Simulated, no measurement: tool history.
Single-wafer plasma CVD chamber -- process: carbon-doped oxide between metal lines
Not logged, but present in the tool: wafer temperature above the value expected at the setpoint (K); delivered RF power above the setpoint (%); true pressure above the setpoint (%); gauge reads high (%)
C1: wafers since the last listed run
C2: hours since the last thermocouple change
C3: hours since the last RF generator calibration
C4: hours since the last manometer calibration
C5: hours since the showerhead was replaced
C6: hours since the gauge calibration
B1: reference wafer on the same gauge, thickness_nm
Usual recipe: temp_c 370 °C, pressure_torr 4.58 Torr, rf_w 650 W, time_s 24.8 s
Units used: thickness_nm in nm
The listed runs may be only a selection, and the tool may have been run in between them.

Run 1, hour 0.0: usual settings but pressure_torr 5.39 Torr; C1 0; C2 412.8; C3 578.7; C4 706.0; C5 2230.7; C6 1775.3; B1 150.964. Result: thickness_nm 152.356 nm.
Run 2, hour 80.1: usual settings but pressure_torr 5.39 Torr; C1 1597; C2 492.9; C3 658.8; C4 786.1; C5 2310.8; C6 1855.4; B1 150.959. Result: thickness_nm 152.649 nm.
Run 3, hour 175.0: usual settings; C1 1893; C2 587.8; C3 753.7; C4 881.0; C5 2405.7; C6 1950.3; B1 150.953. Result: thickness_nm 148.783 nm.
Run 4, hour 279.2: usual settings; C1 2078; C2 692.0; C3 857.9; C4 985.2; C5 2509.9; C6 2054.5; B1 151.006. Result: thickness_nm 149.202 nm.
Run 5, hour 335.4: usual settings; C1 1121; C2 748.2; C3 914.1; C4 1041.4; C5 2566.1; C6 2110.7; B1 150.925. Result: thickness_nm 150.098 nm.
Run 6, hour 406.9: usual settings but temp_c 375 °C; C1 1426; C2 819.7; C3 985.6; C4 1112.9; C5 2637.6; C6 2182.2; B1 150.905. Result: thickness_nm 147.538 nm.
Run 7, hour 452.4: usual settings but temp_c 375 °C; C1 907; C2 865.2; C3 1031.1; C4 1158.4; C5 2683.1; C6 2227.7; B1 151.056. Result: thickness_nm 148.076 nm.
Run 8, hour 501.6: usual settings but temp_c 375 °C; C1 981; C2 914.4; C3 1080.3; C4 1207.6; C5 2732.3; C6 2276.9; B1 151.100. Result: thickness_nm 146.889 nm.
Run 9, hour 554.7: usual settings but rf_w 615 W; C1 1059; C2 967.5; C3 1133.4; C4 1260.7; C5 2785.4; C6 2330.0; B1 150.984. Result: thickness_nm 143.243 nm.
Run 10, hour 634.0: usual settings; C1 1581; C2 1046.8; C3 1212.7; C4 1340.0; C5 2864.7; C6 2409.3; B1 151.086. Result: thickness_nm 149.180 nm.
Run 11, hour 684.2: usual settings; C1 1001; C2 1097.0; C3 1262.9; C4 1390.2; C5 2914.9; C6 2459.5; B1 151.018. Result: thickness_nm 148.755 nm.
At hour 739.0: gauge calibrated.
Run 12, hour 770.9: usual settings; C1 1729; C2 1183.7; C3 1349.6; C4 1476.9; C5 3001.6; C6 31.9; B1 151.101. Result: thickness_nm 148.479 nm.
Run 13, hour 852.7: usual settings; C1 1631; C2 1265.5; C3 1431.4; C4 1558.7; C5 3083.4; C6 113.7; B1 150.975. Result: thickness_nm 148.492 nm.
Run 14, hour 898.7: usual settings; C1 917; C2 1311.5; C3 1477.4; C4 1604.7; C5 3129.4; C6 159.7; B1 150.964. Result: thickness_nm 147.743 nm.
Run 15, hour 993.6: usual settings but temp_c 365 °C; C1 1893; C2 1406.4; C3 1572.3; C4 1699.6; C5 3224.3; C6 254.6; B1 151.004. Result: thickness_nm 151.068 nm.
Run 16, hour 1100.9: usual settings but rf_w 755 W, time_s 21.5 s; C1 2140; C2 1513.7; C3 1679.6; C4 1806.9; C5 3331.6; C6 361.9; B1 151.031. Result: thickness_nm 144.086 nm.
At hour 1112.9: capacitance manometer re-zeroed and calibrated.
At hour 1122.7: RF generator calibrated.
Run 17, hour 1203.3: usual settings but temp_c 364 °C, pressure_torr 3.97 Torr, rf_w 525 W; C1 1723; C2 1616.1; C3 80.6; C4 90.4; C5 3434.0; C6 464.3; B1 150.903. Result: thickness_nm 127.614 nm.
At hour 1256.7: showerhead replaced.
Run 18, hour 1262.5: usual settings but temp_c 361 °C, rf_w 710 W; C1 1021; C2 1675.3; C3 139.8; C4 149.6; C5 5.8; C6 523.5; B1 150.976. Result: thickness_nm 163.600 nm.
Run 19, hour 1338.9: usual settings but temp_c 365 °C, pressure_torr 5.08 Torr, time_s 27.9 s; C1 1524; C2 1751.7; C3 216.2; C4 226.0; C5 82.2; C6 599.9; B1 150.973. Result: thickness_nm 173.450 nm.
Run 20, hour 1376.2: usual settings; C1 744; C2 1789.0; C3 253.5; C4 263.3; C5 119.5; C6 637.2; B1 151.090. Result: thickness_nm 149.916 nm.
At hour 1434.0: thermocouple changed; heater temperature recalibrated.
Run 21, hour 1454.2: usual settings; C1 1396; C2 20.2; C3 331.5; C4 341.3; C5 197.5; C6 715.2; B1 150.973. Result: thickness_nm 149.968 nm.
Run 22, hour 1511.6: usual settings but temp_c 381 °C, pressure_torr 5.33 Torr; C1 1145; C2 77.6; C3 388.9; C4 398.7; C5 254.9; C6 772.6; B1 151.058. Result: thickness_nm 148.565 nm.
Run 23, hour 1616.5: usual settings but temp_c 380 °C, pressure_torr 3.75 Torr, time_s 22.0 s; C1 2092; C2 182.5; C3 493.8; C4 503.6; C5 359.8; C6 877.5; B1 151.035. Result: thickness_nm 127.127 nm.
Run 24, hour 1697.9: usual settings but temp_c 380 °C, pressure_torr 4.19 Torr, rf_w 705 W, time_s 27.2 s; C1 1623; C2 263.9; C3 575.2; C4 585.0; C5 441.2; C6 958.9; B1 151.033. Result: thickness_nm 168.250 nm.
Run 25, hour 1744.2: usual settings but temp_c 357 °C, pressure_torr 3.64 Torr, rf_w 720 W, time_s 28.5 s; C1 923; C2 310.2; C3 621.5; C4 631.3; C5 487.5; C6 1005.2; B1 150.975. Result: thickness_nm 186.071 nm.
Run 26, hour 1810.3: usual settings; C1 1318; C2 376.3; C3 687.6; C4 697.4; C5 553.6; C6 1071.3; B1 151.026. Result: thickness_nm 150.082 nm.
Run 27, hour 1904.7: usual settings; C1 1883; C2 470.7; C3 782.0; C4 791.8; C5 648.0; C6 1165.7; B1 151.018. Result: thickness_nm 150.701 nm.
Run 28, hour 1952.7: usual settings but pressure_torr 3.99 Torr, rf_w 695 W; C1 957; C2 518.7; C3 830.0; C4 839.8; C5 696.0; C6 1213.7; B1 150.949. Result: thickness_nm 153.926 nm.
Run 29, hour 2013.7: usual settings; C1 1216; C2 579.7; C3 891.0; C4 900.8; C5 757.0; C6 1274.7; B1 151.069. Result: thickness_nm 150.484 nm.

Each row is a separate what-if for the run after 29, all from the same tool condition, not one after another. Results?
Run A, hour 2014.1: usual settings but pressure_torr 5.34 Torr; C1 7; C2 580.1; C3 891.4; C4 901.2; C5 757.4; C6 1275.1; B1 ?. Result: thickness_nm ?.
Run B, hour 2014.1: usual settings but temp_c 359 °C; C1 7; C2 580.1; C3 891.4; C4 901.2; C5 757.4; C6 1275.1; B1 ?. Result: thickness_nm ?.
Run C, hour 2014.1: usual settings but temp_c 358 °C, rf_w 570 W, time_s 28.5 s; C1 7; C2 580.1; C3 891.4; C4 901.2; C5 757.4; C6 1275.1; B1 ?. Result: thickness_nm ?.

run       B1  thickness_nm
  A  150.920       152.354
  B  150.920       153.574
  C  150.920       160.186
Without the tool's hidden state the same runs would have given:
run  thickness_nm
  A       152.819
  B       154.042
  C       160.674
